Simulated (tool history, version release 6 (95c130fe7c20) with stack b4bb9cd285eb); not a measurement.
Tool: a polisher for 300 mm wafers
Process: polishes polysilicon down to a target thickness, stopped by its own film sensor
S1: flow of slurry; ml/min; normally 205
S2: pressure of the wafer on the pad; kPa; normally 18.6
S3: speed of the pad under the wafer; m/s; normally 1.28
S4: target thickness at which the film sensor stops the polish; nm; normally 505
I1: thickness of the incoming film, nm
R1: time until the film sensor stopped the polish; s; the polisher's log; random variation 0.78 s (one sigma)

run 1 hour=0 | S1=205 S2=18.6 S3=1.28 S4=505 | I1=1023 | R1=64.8
run 2 hour=13.2 | S1=235 S2=18.6 S3=1.28 S4=645 | I1=1032.5 | R1=48.6
run 3 hour=29.9 | S1=235 S2=18.6 S3=1.28 S4=645 | I1=1022.6 | R1=47.3
run 4 hour=47.9 | S1=235 S2=18.6 S3=1.28 S4=645 | I1=1038.9 | R1=47.9
-- hour=62.5 worn pad replaced by a new one
run 5 hour=63 | S1=205 S2=18.6 S3=1.14 S4=505 | I1=1014 | R1=73.6
run 6 hour=88.2 | S1=205 S2=18.6 S3=1.28 S4=505 | I1=1029.2 | R1=67.3
run 7 hour=105 | S1=230 S2=18.6 S3=1.28 S4=505 | I1=1007.6 | R1=62.7
run 8 hour=126.8 | S1=230 S2=18.6 S3=1.28 S4=505 | I1=1038 | R1=67
run 9 hour=139 | S1=255 S2=18.6 S3=1.28 S4=505 | I1=1022.1 | R1=65.9
run 10 hour=160.5 | S1=255 S2=18.6 S3=1.28 S4=505 | I1=1031.4 | R1=66
-- hour=181 slurry nozzle cleaned
run 11 hour=192 | S1=255 S2=18.6 S3=1.28 S4=505 | I1=1016.2 | R1=62.7
run 12 hour=204.5 | S1=205 S2=14.5 S3=1.16 S4=505 | I1=1031.5 | R1=87.9
run 13 hour=238.8 | S1=205 S2=14.5 S3=1.16 S4=505 | I1=1049.5 | R1=91.8
run 14 hour=264.1 | S1=205 S2=18.6 S3=1.28 S4=619 | I1=1016.7 | R1=50.6
-- hour=278.7 worn pad replaced by a new one
run 15 hour=285.8 | S1=205 S2=18.6 S3=1.28 S4=619 | I1=1039.2 | R1=51.3
run 16 hour=317.1 | S1=205 S2=18.6 S3=1.28 S4=619 | I1=1032.9 | R1=51.2
run 17 hour=350.3 | S1=205 S2=18.6 S3=1.28 S4=505 | I1=1028 | R1=65.3
run 18 hour=381.1 | S1=205 S2=18.6 S3=1.28 S4=505 | I1=1018.1 | R1=63.6
run 19 hour=403.3 | S1=205 S2=14.5 S3=1.58 S4=377 | I1=1022.2 | R1=80.1
run 20 hour=420.9 | S1=205 S2=18.6 S3=1.28 S4=505 | I1=1034.7 | R1=67.3
run 21 hour=447.7 | S1=205 S2=15.2 S3=1.28 S4=505 | I1=1030.2 | R1=77.8
-- hour=476.3 worn pad replaced by a new one
-- hour=484.3 head pressure recalibrated
run 22 hour=484.8 | S1=250 S2=18.6 S3=1.28 S4=658 | I1=1032.3 | R1=46.7
run 23 hour=498.9 | S1=205 S2=18.6 S3=1.28 S4=505 | I1=1012.1 | R1=64.9
run 24 hour=532.1 | S1=205 S2=18.6 S3=1.28 S4=355 | I1=1050.8 | R1=89.5
run 25 hour=595.3 | S1=250 S2=20.7 S3=1.16 S4=602 | I1=1016.5 | R1=52.8
run 26 hour=626.9 | S1=205 S2=14.5 S3=1.16 S4=505 | I1=1035.7 | R1=92.6
run 27 hour=647.8 | S1=185 S2=18.6 S3=1.28 S4=505 | I1=1013.6 | R1=67.9
-- hour=654 worn pad replaced by a new one
run 28 hour=671.8 | S1=160 S2=24.1 S3=1.6 S4=505 | I1=1040 | R1=47.2
run 29 hour=687.7 | S1=205 S2=16.5 S3=1.06 S4=505 | I1=1022.2 | R1=92.1
run 30 hour=719.3 | S1=205 S2=18.6 S3=1.28 S4=505 | I1=1026.9 | R1=69.4
-- hour=731.4 slurry nozzle cleaned
run 31 hour=751.2 | S1=265 S2=21.4 S3=1.52 S4=448 | I1=1030.6 | R1=52.6
run 32 hour=768.5 | S1=205 S2=18.6 S3=1.28 S4=505 | I1=1029.3 | R1=65.2
run 33 hour=785.6 | S1=270 S2=18.6 S3=0.98 S4=505 | I1=1041 | R1=86.3
run 34 hour=801.8 | S1=205 S2=18.6 S3=1.28 S4=505 | I1=1028.3 | R1=65.7
run 35 hour=835.6 | S1=205 S2=18.6 S3=1.28 S4=505 | I1=1041.6 | R1=67.5
-- hour=840.3 worn pad replaced by a new one
run 36 hour=910.7 | S1=165 S2=22.8 S3=0.86 S4=390 | I1=1028.6 | R1=105.4
run 37 hour=937 | S1=205 S2=18.6 S3=1.28 S4=505 | I1=1028.5 | R1=66.5
run 38 hour=967.8 | S1=265 S2=18.6 S3=1.28 S4=323 | I1=1030.9 | R1=89.1

Measured less the same run without the tool's hidden state. The same run-to-run variation is in both; the gauge's scatter may not be:
Hidden state at play: removal rate lost through wear of the pad, %; slurry flow missing at the pad, %; deviation of the head's pressure from its setpoint, %.
run=1 R1=+2
run=2 R1=+1.4
run=3 R1=+1.5
run=4 R1=+1.6
run=5 R1=+3
run=6 R1=+3
run=7 R1=+2.7
run=8 R1=+3.1
run=9 R1=+2.9
run=10 R1=+3.1
run=11 R1=+0.1
run=12 R1=+0.3
run=13 R1=+0.6
run=14 R1=+0.5
run=15 R1=+0.6
run=16 R1=+0.7
run=17 R1=+1.2
run=18 R1=+1.4
run=19 R1=+2.1
run=20 R1=+1.8
run=21 R1=+2.4
run=22 R1=+1.4
run=23 R1=+2.5
run=24 R1=+3.8
run=25 R1=+2.3
run=26 R1=+5.4
run=27 R1=+4.7
run=28 R1=+3.9
run=29 R1=+6.5
run=30 R1=+5.4
run=31 R1=+0.1
run=32 R1=+0.4
run=33 R1=+0.5
run=34 R1=+0.7
run=35 R1=+0.9
run=36 R1=+2.8
run=37 R1=+1.7
run=38 R1=+2.1
